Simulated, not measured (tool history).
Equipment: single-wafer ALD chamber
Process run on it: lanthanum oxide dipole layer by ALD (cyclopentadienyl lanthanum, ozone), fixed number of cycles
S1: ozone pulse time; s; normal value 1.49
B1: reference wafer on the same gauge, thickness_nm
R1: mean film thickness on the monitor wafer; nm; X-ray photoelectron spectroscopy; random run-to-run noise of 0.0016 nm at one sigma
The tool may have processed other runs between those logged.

Run 1, hour 0: usual settings but S1 1.75 s; B1 0.559. Result: R1 0.504 nm.
Run 2, hour 33.5: usual settings; B1 0.559. Result: R1 0.494 nm.
Run 3, hour 59.5: usual settings; B1 0.559. Result: R1 0.493 nm.
Run 4, hour 90.9: usual settings; B1 0.559. Result: R1 0.489 nm.
Run 5, hour 105.1: usual settings but S1 1.35 s; B1 0.559. Result: R1 0.475 nm.
Run 6, hour 117.4: usual settings but S1 1.35 s; B1 0.559. Result: R1 0.477 nm.
At hour 127.2: showerhead replaced.
Run 7, hour 153: usual settings but S1 1.88 s; B1 0.559. Result: R1 0.508 nm.
Run 8, hour 181.9: usual settings but S1 1.88 s; B1 0.559. Result: R1 0.511 nm.
Run 9, hour 199.6: usual settings; B1 0.559. Result: R1 0.487 nm.
Run 10, hour 233.7: usual settings; B1 0.559. Result: R1 0.489 nm.
At hour 240.3: gauge calibrated.
Run 11, hour 257.5: usual settings; B1 0.559. Result: R1 0.49 nm.
Run 12, hour 271.9: usual settings but S1 1.73 s; B1 0.559. Result: R1 0.504 nm.
Run 13, hour 301.1: usual settings but S1 1.85 s; B1 0.558. Result: R1 0.508 nm.
Run 14, hour 318.5: usual settings but S1 1.92 s; B1 0.559. Result: R1 0.51 nm.
Run 15, hour 349.7: usual settings but S1 1.02 s; B1 0.559. Result: R1 0.436 nm.
Run 16, hour 370.4: usual settings but S1 2.09 s; B1 0.558. Result: R1 0.516 nm.
Run 17, hour 392.5: usual settings but S1 1.95 s; B1 0.559. Result: R1 0.512 nm.
At hour 407.2: thermocouple changed; heater temperature recalibrated.
At hour 433: ozone generator serviced.
Run 18, hour 433.5: usual settings but S1 1.08 s; B1 0.559. Result: R1 0.466 nm.
Run 19, hour 444.3: usual settings; B1 0.559. Result: R1 0.503 nm.
Run 20, hour 472.1: usual settings; B1 0.559. Result: R1 0.505 nm.
Run 21, hour 521.3: usual settings; B1 0.559. Result: R1 0.499 nm.
Run 22, hour 553.7: usual settings but S1 1.1 s; B1 0.559. Result: R1 0.463 nm.
Run 23, hour 570.1: usual settings but S1 0.98 s; B1 0.559. Result: R1 0.444 nm.
Run 24, hour 595.7: usual settings; B1 0.559. Result: R1 0.499 nm.
Run 25, hour 613.9: usual settings but S1 2.03 s; B1 0.559. Result: R1 0.518 nm.
Run 26, hour 646: usual settings but S1 1.84 s; B1 0.559. Result: R1 0.512 nm.
Run 27, hour 676.4: usual settings but S1 1.15 s; B1 0.559. Result: R1 0.469 nm.
Run 28, hour 708: usual settings but S1 2 s; B1 0.559. Result: R1 0.518 nm.
Run 29, hour 727.8: usual settings but S1 1.97 s; B1 0.558. Result: R1 0.518 nm.
Run 30, hour 746.4: usual settings; B1 0.559. Result: R1 0.494 nm.
Run 31, hour 763.4: usual settings but S1 2.05 s; B1 0.559. Result: R1 0.515 nm.
Run 32, hour 777.1: usual settings but S1 1.07 s; B1 0.559. Result: R1 0.452 nm.
Run 33, hour 808.3: usual settings but S1 1.21 s; B1 0.559. Result: R1 0.47 nm.

Below, some changes in R1 between adjacent runs. For each, the amount present without the hidden state too (settings, incoming material, random variation) and the amount remaining for the hidden state with gauge scatter not shared by both compared results:
Unlogged tool condition in this case: wafer temperature above the value expected at the setpoint (K); ozone dose above that of a generator just serviced (%); gauge reads high (%).
Run 14 -> 15: S1 1.92 -> 1.02. R1 -0.074 nm: hidden state -0.015, all else -0.059.
Run 15 -> 16: S1 1.02 -> 2.09. R1 +0.08 nm: hidden state +0.017, all else +0.063.
Run 31 -> 32: S1 2.05 -> 1.07. R1 -0.063 nm: hidden state -0.011, all else -0.052.
